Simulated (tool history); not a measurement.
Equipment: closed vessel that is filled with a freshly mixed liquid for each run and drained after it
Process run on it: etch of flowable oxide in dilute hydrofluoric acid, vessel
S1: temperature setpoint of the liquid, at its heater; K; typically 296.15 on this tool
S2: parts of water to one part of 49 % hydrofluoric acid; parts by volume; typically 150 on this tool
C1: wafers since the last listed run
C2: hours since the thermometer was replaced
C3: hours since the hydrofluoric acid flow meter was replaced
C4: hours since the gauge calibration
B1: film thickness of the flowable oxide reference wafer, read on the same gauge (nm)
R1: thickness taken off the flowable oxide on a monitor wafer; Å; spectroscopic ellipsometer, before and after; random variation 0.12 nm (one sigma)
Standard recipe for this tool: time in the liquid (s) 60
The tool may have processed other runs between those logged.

run 1 day=0.000 | S1=293.15 S2=205 time_in_the_liquid_(s)=60 | C1=0 C2=1667.4 C3=260.8 C4=506.8 | B1=29.36 | R1=102.5
run 2 day=1.392 | S1=296.15 S2=150 time_in_the_liquid_(s)=60 | C1=3655 C2=1700.8 C3=294.2 C4=540.2 | B1=29.31 | R1=165.3
-- day=3.675 gauge calibrated
run 3 day=3.908 | S1=296.15 S2=150 time_in_the_liquid_(s)=60 | C1=6611 C2=1761.2 C3=354.6 C4=5.6 | B1=30.00 | R1=171.4
run 4 day=6.342 | S1=296.15 S2=150 time_in_the_liquid_(s)=55 | C1=6392 C2=1819.6 C3=413.0 C4=64.0 | B1=29.91 | R1=156.5
run 5 day=9.179 | S1=293.65 S2=190 time_in_the_liquid_(s)=60 | C1=7454 C2=1887.7 C3=481.1 C4=132.1 | B1=29.84 | R1=116.4
run 6 day=11.383 | S1=293.65 S2=190 time_in_the_liquid_(s)=60 | C1=5790 C2=1940.6 C3=534.0 C4=185.0 | B1=29.79 | R1=117.5
run 7 day=12.504 | S1=296.15 S2=150 time_in_the_liquid_(s)=60 | C1=2944 C2=1967.5 C3=560.9 C4=211.9 | B1=29.74 | R1=168.4
run 8 day=15.117 | S1=296.15 S2=150 time_in_the_liquid_(s)=60 | C1=6863 C2=2030.2 C3=623.6 C4=274.6 | B1=29.67 | R1=166.4
-- day=16.658 thermometer replaced
-- day=18.867 hydrofluoric acid flow meter replaced
run 9 day=22.142 | S1=296.15 S2=150 time_in_the_liquid_(s)=60 | C1=18235 C2=131.6 C3=78.6 C4=443.2 | B1=29.46 | R1=165.3
run 10 day=23.454 | S1=296.15 S2=150 time_in_the_liquid_(s)=60 | C1=3447 C2=163.1 C3=110.1 C4=474.7 | B1=29.44 | R1=165.7
run 11 day=24.971 | S1=296.15 S2=150 time_in_the_liquid_(s)=60 | C1=3984 C2=199.5 C3=146.5 C4=511.1 | B1=29.38 | R1=166.0
run 12 day=27.608 | S1=293.65 S2=190 time_in_the_liquid_(s)=60 | C1=6928 C2=262.8 C3=209.8 C4=574.4 | B1=29.30 | R1=113.9
run 13 day=29.271 | S1=296.15 S2=90 time_in_the_liquid_(s)=75 | C1=4367 C2=302.7 C3=249.7 C4=614.3 | B1=29.27 | R1=373.3
-- day=31.158 gauge calibrated
run 14 day=31.567 | S1=296.15 S2=150 time_in_the_liquid_(s)=60 | C1=6031 C2=357.8 C3=304.8 C4=9.8 | B1=29.92 | R1=170.3
run 15 day=32.579 | S1=294.65 S2=205 time_in_the_liquid_(s)=30 | C1=2659 C2=382.1 C3=329.1 C4=34.1 | B1=29.89 | R1=54.9
run 16 day=35.425 | S1=293.15 S2=215 time_in_the_liquid_(s)=75 | C1=7476 C2=450.4 C3=397.4 C4=102.4 | B1=29.81 | R1=122.2
run 17 day=36.746 | S1=292.65 S2=205 time_in_the_liquid_(s)=35 | C1=3469 C2=482.1 C3=429.1 C4=134.1 | B1=29.78 | R1=60.1
run 18 day=39.025 | S1=293.65 S2=175 time_in_the_liquid_(s)=90 | C1=5987 C2=536.8 C3=483.8 C4=188.8 | B1=29.72 | R1=193.0
run 19 day=40.900 | S1=296.15 S2=150 time_in_the_liquid_(s)=60 | C1=4925 C2=581.8 C3=528.8 C4=233.8 | B1=29.66 | R1=168.7
run 20 day=42.742 | S1=296.15 S2=150 time_in_the_liquid_(s)=60 | C1=4838 C2=626.0 C3=573.0 C4=278.0 | B1=29.60 | R1=168.2
run 21 day=44.125 | S1=298.15 S2=100 time_in_the_liquid_(s)=60 | C1=3634 C2=659.2 C3=606.2 C4=311.2 | B1=29.56 | R1=292.1
run 22 day=47.038 | S1=299.65 S2=150 time_in_the_liquid_(s)=60 | C1=7651 C2=729.1 C3=676.1 C4=381.1 | B1=29.46 | R1=192.8

Here are 5 independent what-if runs from the current tool condition. What would each one return?
run A day=47.067 | S1=296.15 S2=150 time_in_the_liquid_(s)=70 | C1=76 C2=729.8 C3=676.8 C4=381.8 | B1=? | R1=?
run B day=47.067 | S1=296.15 S2=150 time_in_the_liquid_(s)=40 | C1=76 C2=729.8 C3=676.8 C4=381.8 | B1=? | R1=?
run C day=47.067 | S1=292.15 S2=220 time_in_the_liquid_(s)=95 | C1=76 C2=729.8 C3=676.8 C4=381.8 | B1=? | R1=?
run D day=47.067 | S1=292.15 S2=90 time_in_the_liquid_(s)=60 | C1=76 C2=729.8 C3=676.8 C4=381.8 | B1=? | R1=?
run E day=47.067 | S1=292.15 S2=100 time_in_the_liquid_(s)=60 | C1=76 C2=729.8 C3=676.8 C4=381.8 | B1=? | R1=?

run=A B1=29.47 R1=194.9
run=B B1=29.47 R1=111.4
run=C B1=29.47 R1=143.9
run=D B1=29.47 R1=253.4
run=E B1=29.47 R1=225.6
Stripped of hidden state, with their random variation kept, the same runs would have yielded:
run=A R1=198.3
run=B R1=113.3
run=C R1=146.4
run=D R1=257.9
run=E R1=229.6
